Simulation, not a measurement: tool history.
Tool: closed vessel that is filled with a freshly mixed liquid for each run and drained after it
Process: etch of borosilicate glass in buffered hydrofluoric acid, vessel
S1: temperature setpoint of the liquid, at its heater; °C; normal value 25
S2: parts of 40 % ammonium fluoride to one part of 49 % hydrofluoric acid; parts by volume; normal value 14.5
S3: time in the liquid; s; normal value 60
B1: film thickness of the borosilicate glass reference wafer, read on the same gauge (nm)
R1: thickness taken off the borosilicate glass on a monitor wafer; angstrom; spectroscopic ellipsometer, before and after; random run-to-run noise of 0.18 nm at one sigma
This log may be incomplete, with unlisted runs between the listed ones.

run      day    S1    S2  S3     B1     R1
  1        0    25  14.5  60  29.54    520
  2    2.679    25  14.5  60   29.5  519.9
  3    5.492    25    13  60  29.49  578.4
  4    8.467    25    13  60  29.54  576.3
  5   10.804    25  14.5  60  29.52    518
      12.542  -- hydrofluoric acid flow meter replaced
  6   13.888    25  14.5  60  29.51  519.2
      14.229  -- thermometer replaced
  7   15.804    25  14.5  60   29.5  520.9
  8   17.567    25  10.5  60  29.49  718.4
  9   24.712    25  14.5  60  29.43  522.5
 10   28.462  23.5    10  40  29.48    460
 11   31.625    28  11.5  60  29.44  765.8
 12   33.462    21    12  60  29.45  508.5
 13   37.325    25    10  60   29.5  750.1
      38.275  -- hydrofluoric acid flow meter replaced
 14   40.704    30  16.5  60  29.42    594
 15   43.825    25  14.5  60  29.48  521.1
 16   47.188    25  18.5  60  29.49  407.7
 17   51.271  21.5  14.5  60  29.46  431.6
 18   54.983    25  14.5  60  29.45  520.2
      55.479  -- thermometer replaced
 19   58.946  26.5  14.5  90  29.41  844.3
      60.692  -- gauge calibrated
 20   61.292    23  12.5  60  30.01  549.5
      66.908  -- hydrofluoric acid flow meter replaced
 21   70.458  29.5  14.5  60  29.82  662.5
 22    73.95  26.5    10  50  29.82  682.3
 23   78.246    25  14.5  60  29.79  527.9
 24   79.967  20.5  12.5  80  29.78  640.8
 25   82.775    22  14.5  60  29.75  445.6
 26   86.929  20.5    13  80  29.68  608.1
 27   88.562    25    18  60  29.69  424.4
      91.271  -- thermometer replaced
 28   92.479  26.5  14.5  90  29.62  848.5
 29   94.975    25  14.5  60  29.66  525.2
      97.142  -- hydrofluoric acid flow meter replaced
 30   97.196    25  14.5  60  29.61    520
 31  100.392    25  14.5  80  29.59  696.4

What if the next run were any one of these 5? Each begins from the tool's condition after run 31:
  A  100.421  26.5  14.5  60   ?   ?
  B  100.421    25  14.5  35   ?   ?
  C  100.421    25   9.5  60   ?   ?
  D  100.421    25  20.5  60   ?   ?
  E  100.421    28    19  60   ?   ?

run     B1     R1
  A  29.63  566.3
  B  29.63    305
  C  29.63    780
  D  29.63  373.9
  E  29.63  469.2
With no hidden state in the tool, these same runs would have given:
run     R1
  A    574
  B  309.2
  C  790.5
  D  378.9
  E  475.5

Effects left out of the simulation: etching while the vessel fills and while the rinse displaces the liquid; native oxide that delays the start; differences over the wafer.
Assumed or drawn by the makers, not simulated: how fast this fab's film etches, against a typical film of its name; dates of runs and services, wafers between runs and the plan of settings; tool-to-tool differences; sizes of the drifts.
